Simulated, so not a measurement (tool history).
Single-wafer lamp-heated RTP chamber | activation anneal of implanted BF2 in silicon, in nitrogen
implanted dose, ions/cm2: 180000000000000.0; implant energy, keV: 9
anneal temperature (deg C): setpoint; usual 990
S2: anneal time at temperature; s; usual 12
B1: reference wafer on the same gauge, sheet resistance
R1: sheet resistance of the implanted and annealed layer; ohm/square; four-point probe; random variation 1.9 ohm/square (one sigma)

{"run": 1, "hour": 0.0, "anneal temperature (deg C)": 990, "S2": 9, "B1": 623.29, "R1": 597.12}
{"run": 2, "hour": 71.4, "anneal temperature (deg C)": 990, "S2": 9, "B1": 624.7, "R1": 597.06}
{"run": 3, "hour": 152.8, "anneal temperature (deg C)": 990, "S2": 12, "B1": 626.41, "R1": 597.22}
{"run": 4, "hour": 211.0, "anneal temperature (deg C)": 990, "S2": 12, "B1": 628.19, "R1": 596.09}
{"run": 5, "hour": 317.0, "anneal temperature (deg C)": 990, "S2": 12, "B1": 629.28, "R1": 602.49}
{"hour": 337.6, "done": "reflector plate cleaned"}
{"run": 6, "hour": 421.1, "anneal temperature (deg C)": 990, "S2": 12, "B1": 632.31, "R1": 597.89}
{"run": 7, "hour": 505.5, "anneal temperature (deg C)": 990, "S2": 12, "B1": 633.69, "R1": 602.01}
{"hour": 528.5, "done": "pyrometer window cleaned and pyrometer calibrated"}
{"run": 8, "hour": 570.4, "anneal temperature (deg C)": 966, "S2": 12, "B1": 636.02, "R1": 614.23}
{"run": 9, "hour": 632.6, "anneal temperature (deg C)": 1000, "S2": 9, "B1": 637.09, "R1": 603.01}
{"run": 10, "hour": 691.2, "anneal temperature (deg C)": 1016, "S2": 12, "B1": 637.78, "R1": 596.01}
{"hour": 735.4, "done": "gauge calibrated"}
{"run": 11, "hour": 754.8, "anneal temperature (deg C)": 1008, "S2": 12, "B1": 609.57, "R1": 572.94}
{"hour": 820.2, "done": "reflector plate cleaned"}
{"run": 12, "hour": 844.7, "anneal temperature (deg C)": 990, "S2": 19, "B1": 610.34, "R1": 571.34}
{"run": 13, "hour": 888.1, "anneal temperature (deg C)": 990, "S2": 12, "B1": 612.03, "R1": 579.33}
{"run": 14, "hour": 936.7, "anneal temperature (deg C)": 1001, "S2": 12, "B1": 612.79, "R1": 573.97}
{"run": 15, "hour": 991.3, "anneal temperature (deg C)": 977, "S2": 10, "B1": 613.82, "R1": 588.71}
{"run": 16, "hour": 1075.2, "anneal temperature (deg C)": 990, "S2": 12, "B1": 615.3, "R1": 587.62}
{"run": 17, "hour": 1156.1, "anneal temperature (deg C)": 1007, "S2": 8, "B1": 616.38, "R1": 584.87}
{"run": 18, "hour": 1245.1, "anneal temperature (deg C)": 990, "S2": 8, "B1": 619.62, "R1": 592.12}

Hidden state or all else? Some run-to-run changes of R1, split into what the settings, what came in and random variation would give without the hidden state, and what is left for the hidden state (with any gauge scatter that isn't in both results):
The hidden state here: true wafer temperature minus pyrometer reading, K; wafer temperature error from the tarnished reflector plate, K; gauge reads high (%).
Run 10 -> 11: anneal temperature (deg C) 1016 -> 1008, gauge calibrated. R1 -23.07 ohm/square: hidden state -27.17, all else +4.10.
